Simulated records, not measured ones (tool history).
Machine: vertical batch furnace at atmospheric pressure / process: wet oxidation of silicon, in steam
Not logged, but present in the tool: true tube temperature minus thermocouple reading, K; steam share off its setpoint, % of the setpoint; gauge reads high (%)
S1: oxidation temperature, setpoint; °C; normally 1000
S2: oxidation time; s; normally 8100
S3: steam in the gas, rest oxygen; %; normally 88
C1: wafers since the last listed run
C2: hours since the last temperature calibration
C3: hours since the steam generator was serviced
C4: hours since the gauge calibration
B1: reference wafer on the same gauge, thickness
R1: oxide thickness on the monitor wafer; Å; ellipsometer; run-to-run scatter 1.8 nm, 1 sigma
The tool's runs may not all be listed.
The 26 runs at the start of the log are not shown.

| run | hour | S1 | S2 | S3 | C1 | C2 | C3 | C4 | B1 | R1 |
|---|---|---|---|---|---|---|---|---|---|---|
| 27 | 568 | 985 | 9960 | 85 | 296 | 255.5 | 314.1 | 435.3 | 860.21 | 7397.9 |
| 28 | 592.9 | 1000 | 5910 | 88 | 301 | 280.4 | 339 | 460.2 | 860.16 | 5978.4 |
| 29 | 613.5 | 1019 | 8100 | 88 | 249 | 301 | 359.6 | 480.8 | 859.55 | 7836.7 |
| 30 | 634.8 | 1016 | 8100 | 76 | 258 | 322.3 | 380.9 | 502.1 | 860.47 | 7093 |
| 31 | 659.8 | 1000 | 6960 | 88 | 303 | 347.3 | 405.9 | 527.1 | 860.06 | 6573.3 |
| 32 | 682.3 | 1000 | 8100 | 88 | 272 | 369.8 | 428.4 | 549.6 | 860.17 | 7191.1 |
| 33 | 693 | 1000 | 12030 | 88 | 129 | 380.5 | 439.1 | 560.3 | 860.11 | 9047.1 |
| 34 | 703.2 | 988 | 5790 | 82 | 123 | 390.7 | 449.3 | 570.5 | 859.52 | 5313.1 |
| 35 | 718.9 | 1011 | 4860 | 77 | 190 | 406.4 | 465 | 586.2 | 859.99 | 5170.7 |
| 36 | 744.6 | 1021 | 8100 | 84 | 311 | 432.1 | 490.7 | 611.9 | 860.74 | 7730.8 |
| 37 | 758.4 | 1021 | 8100 | 95 | 167 | 445.9 | 504.5 | 625.7 | 860.05 | 8272.5 |

5 ways to go on from here, each from the tool as it stands after run 37. What would each give?
| A | 765.2 | 1000 | 4710 | 88 | 82 | 452.7 | 511.3 | 632.5 | ? | ? |
| B | 765.2 | 990 | 5730 | 81 | 82 | 452.7 | 511.3 | 632.5 | ? | ? |
| C | 765.2 | 1000 | 5820 | 88 | 82 | 452.7 | 511.3 | 632.5 | ? | ? |
| D | 765.2 | 1022 | 8100 | 88 | 82 | 452.7 | 511.3 | 632.5 | ? | ? |
| E | 765.2 | 1025 | 8100 | 88 | 82 | 452.7 | 511.3 | 632.5 | ? | ? |

| run | B1 | R1 |
|---|---|---|
| A | 860.49 | 5228.9 |
| B | 860.49 | 5305.8 |
| C | 860.49 | 5936.8 |
| D | 860.49 | 7954.7 |
| E | 860.49 | 8055 |
With the hidden condition removed and each run's random variation left untouched, the same runs would have given:
| run | R1 |
|---|---|
| A | 5238.9 |
| B | 5316 |
| C | 5948 |
| D | 7968.8 |
| E | 8069.2 |
